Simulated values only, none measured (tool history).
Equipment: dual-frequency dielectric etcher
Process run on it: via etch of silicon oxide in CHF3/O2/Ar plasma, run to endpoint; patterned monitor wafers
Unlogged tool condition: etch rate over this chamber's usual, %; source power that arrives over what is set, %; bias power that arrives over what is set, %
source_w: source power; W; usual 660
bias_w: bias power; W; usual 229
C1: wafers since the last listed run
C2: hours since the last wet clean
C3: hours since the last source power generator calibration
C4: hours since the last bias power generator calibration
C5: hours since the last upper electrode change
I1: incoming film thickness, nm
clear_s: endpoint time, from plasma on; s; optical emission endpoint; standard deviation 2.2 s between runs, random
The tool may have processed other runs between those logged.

run 1 day=0 | source_w=660 bias_w=229 | C1=0 C2=91 C3=4289 C4=2009.8 C5=4757.4 | I1=563.6 | clear_s=250.3
run 2 day=2.754 | source_w=660 bias_w=229 | C1=348 C2=157.1 C3=4355.1 C4=2075.9 C5=4823.5 | I1=568.6 | clear_s=255.5
run 3 day=4.708 | source_w=660 bias_w=229 | C1=247 C2=204 C3=4402 C4=2122.8 C5=4870.4 | I1=564.2 | clear_s=254.6
run 4 day=8.554 | source_w=660 bias_w=229 | C1=487 C2=296.3 C3=4494.3 C4=2215.1 C5=4962.7 | I1=576.3 | clear_s=256
run 5 day=12.792 | source_w=660 bias_w=229 | C1=536 C2=398 C3=4596 C4=2316.8 C5=5064.4 | I1=570.3 | clear_s=250.8
run 6 day=15.992 | source_w=780 bias_w=229 | C1=405 C2=474.8 C3=4672.8 C4=2393.6 C5=5141.2 | I1=570.1 | clear_s=231.4
run 7 day=18.158 | source_w=780 bias_w=229 | C1=274 C2=526.8 C3=4724.8 C4=2445.6 C5=5193.2 | I1=565.9 | clear_s=229
run 8 day=22.642 | source_w=780 bias_w=229 | C1=567 C2=634.4 C3=4832.4 C4=2553.2 C5=5300.8 | I1=566.9 | clear_s=229.9
-- day=24.988 wet clean of the chamber
run 9 day=26.904 | source_w=510 bias_w=197 | C1=413 C2=46 C3=4934.7 C4=2655.5 C5=5403.1 | I1=565.4 | clear_s=305.3
-- day=27.196 bias power generator calibrated
-- day=30.779 upper electrode replaced
run 10 day=31.246 | source_w=510 bias_w=197 | C1=402 C2=150.2 C3=5038.9 C4=97.2 C5=11.2 | I1=570.4 | clear_s=301.5
run 11 day=34.483 | source_w=790 bias_w=248 | C1=409 C2=227.9 C3=5116.6 C4=174.9 C5=88.9 | I1=572.2 | clear_s=227.9
-- day=37.325 source power generator calibrated
run 12 day=38.296 | source_w=560 bias_w=229 | C1=461 C2=319.4 C3=23.3 C4=266.4 C5=180.4 | I1=565.7 | clear_s=267.7
run 13 day=42.183 | source_w=730 bias_w=261 | C1=492 C2=412.7 C3=116.6 C4=359.7 C5=273.7 | I1=565.2 | clear_s=227.4

Estimate the outcome of run 14 from the log above:
run 14 day=45.833 | source_w=550 bias_w=205 | C1=462 C2=500.3 C3=204.2 C4=447.3 C5=361.3 | I1=568.2 | clear_s=?

Run 14 came out at clear_s 278.6 s.
With no hidden state in the tool, this same run would have given clear_s 290.6 s.

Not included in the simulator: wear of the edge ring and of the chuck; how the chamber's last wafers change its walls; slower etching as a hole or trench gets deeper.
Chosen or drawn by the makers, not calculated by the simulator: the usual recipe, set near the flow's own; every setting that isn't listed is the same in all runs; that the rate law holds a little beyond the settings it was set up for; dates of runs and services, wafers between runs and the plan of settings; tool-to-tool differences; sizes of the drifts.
